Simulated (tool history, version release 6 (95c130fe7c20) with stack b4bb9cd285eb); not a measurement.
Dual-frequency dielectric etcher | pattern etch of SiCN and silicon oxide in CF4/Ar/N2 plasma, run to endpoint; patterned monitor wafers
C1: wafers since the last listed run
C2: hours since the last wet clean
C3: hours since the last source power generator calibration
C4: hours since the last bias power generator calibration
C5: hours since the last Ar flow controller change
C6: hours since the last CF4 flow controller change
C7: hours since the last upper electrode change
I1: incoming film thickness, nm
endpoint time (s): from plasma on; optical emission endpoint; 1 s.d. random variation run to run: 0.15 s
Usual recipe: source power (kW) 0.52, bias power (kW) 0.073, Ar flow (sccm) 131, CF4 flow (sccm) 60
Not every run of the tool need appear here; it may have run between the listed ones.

Run 1, day 0: usual settings but bias power (kW) 0.063; C1 0; C2 67.7; C3 4090.8; C4 2438.1; C5 3135.3; C6 5290; C7 6235.9; I1 15.66. Result: endpoint time (s) 18.5.
Run 2, day 2.012: usual settings but bias power (kW) 0.063; C1 481; C2 116; C3 4139.1; C4 2486.4; C5 3183.6; C6 5338.3; C7 6284.2; I1 15.68. Result: endpoint time (s) 18.3.
Run 3, day 4.754: usual settings; C1 655; C2 181.8; C3 4204.9; C4 2552.2; C5 3249.4; C6 5404.1; C7 6350; I1 15.81. Result: endpoint time (s) 17.1.
Run 4, day 6.338: usual settings; C1 378; C2 219.8; C3 4242.9; C4 2590.2; C5 3287.4; C6 5442.1; C7 6388; I1 15.86. Result: endpoint time (s) 16.7.
Run 5, day 7.417: usual settings; C1 258; C2 245.7; C3 4268.8; C4 2616.1; C5 3313.3; C6 5468; C7 6413.9; I1 15.87. Result: endpoint time (s) 16.8.
At day 8.962: upper electrode replaced.
Run 6, day 8.983: usual settings; C1 135; C2 283.3; C3 4306.4; C4 2653.7; C5 3350.9; C6 5505.6; C7 0.5; I1 15.71. Result: endpoint time (s) 16.8.
Run 7, day 10.754: usual settings; C1 423; C2 325.8; C3 4348.9; C4 2696.2; C5 3393.4; C6 5548.1; C7 43; I1 15.85. Result: endpoint time (s) 17.
At day 11.971: Ar flow controller replaced.
Run 8, day 12.079: usual settings; C1 257; C2 357.6; C3 4380.7; C4 2728; C5 2.6; C6 5579.9; C7 74.8; I1 16.06. Result: endpoint time (s) 16.9.
Run 9, day 13.883: usual settings but source power (kW) 0.57, bias power (kW) 0.079, Ar flow (sccm) 146, CF4 flow (sccm) 70; C1 431; C2 400.9; C3 4424; C4 2771.3; C5 45.9; C6 5623.2; C7 118.1; I1 15.77. Result: endpoint time (s) 14.4.
At day 15.246: wet clean of the chamber.
Run 10, day 16.596: usual settings; C1 409; C2 32.4; C3 4489.1; C4 2836.4; C5 111; C6 5688.3; C7 183.2; I1 15.69. Result: endpoint time (s) 17.2.
At day 16.929: bias power generator calibrated.
At day 17.438: source power generator calibrated.
Run 11, day 18.896: usual settings but bias power (kW) 0.085, Ar flow (sccm) 164; C1 470; C2 87.6; C3 35; C4 47.2; C5 166.2; C6 5743.5; C7 238.4; I1 15.8. Result: endpoint time (s) 16.6.
At day 21.254: CF4 flow controller replaced.
Run 12, day 21.275: usual settings but source power (kW) 0.46, bias power (kW) 0.066, Ar flow (sccm) 101, CF4 flow (sccm) 51; C1 509; C2 144.7; C3 92.1; C4 104.3; C5 223.3; C6 0.5; C7 295.5; I1 15.89. Result: endpoint time (s) 20.5.
Run 13, day 22.446: usual settings; C1 280; C2 172.8; C3 120.2; C4 132.4; C5 251.4; C6 28.6; C7 323.6; I1 15.78. Result: endpoint time (s) 16.9.
Run 14, day 24.033: usual settings but source power (kW) 0.64, bias power (kW) 0.067, Ar flow (sccm) 147, CF4 flow (sccm) 66; C1 379; C2 210.9; C3 158.3; C4 170.5; C5 289.5; C6 66.7; C7 361.7; I1 15.74. Result: endpoint time (s) 14.1.
Run 15, day 25.288: usual settings but source power (kW) 0.41, Ar flow (sccm) 114; C1 299; C2 241; C3 188.4; C4 200.6; C5 319.6; C6 96.8; C7 391.8; I1 15.79. Result: endpoint time (s) 21.8.
Run 16, day 26.604: usual settings but Ar flow (sccm) 153, CF4 flow (sccm) 49; C1 314; C2 272.6; C3 220; C4 232.2; C5 351.2; C6 128.4; C7 423.4; I1 15.8. Result: endpoint time (s) 17.8.

For each entry between runs, how does the tool's hidden state at the last listed run before it compare with that at the first listed run after it?
Runs 5 to 6: upper electrode replaced (day 8.962)
  etch rate over this chamber's usual, %: 1.78 -> 2.2
  difference, measured minus the result without the unlogged condition, endpoint time (s): -0.3 -> -0.4
Runs 7 to 8: Ar flow controller replaced (day 11.971)
  etch rate over this chamber's usual, %: 2.67 -> 3.02
  difference, measured minus the result without the unlogged condition, endpoint time (s): -0.5 -> -0.5
Runs 9 to 10: wet clean of the chamber (day 15.246)
  etch rate over this chamber's usual, %: 3.51 -> -0.615
  difference, measured minus the result without the unlogged condition, endpoint time (s): -0.5 -> +0.1
Runs 10 to 11: bias power generator calibrated (day 16.929); source power generator calibrated (day 17.438)
  etch rate over this chamber's usual, %: -0.615 -> -0.000252
  difference, measured minus the result without the unlogged condition, endpoint time (s): +0.1 -> +0
Runs 11 to 12: CF4 flow controller replaced (day 21.254)
  etch rate over this chamber's usual, %: -0.000252 -> 0.636
  difference, measured minus the result without the unlogged condition, endpoint time (s): +0 -> -0.2
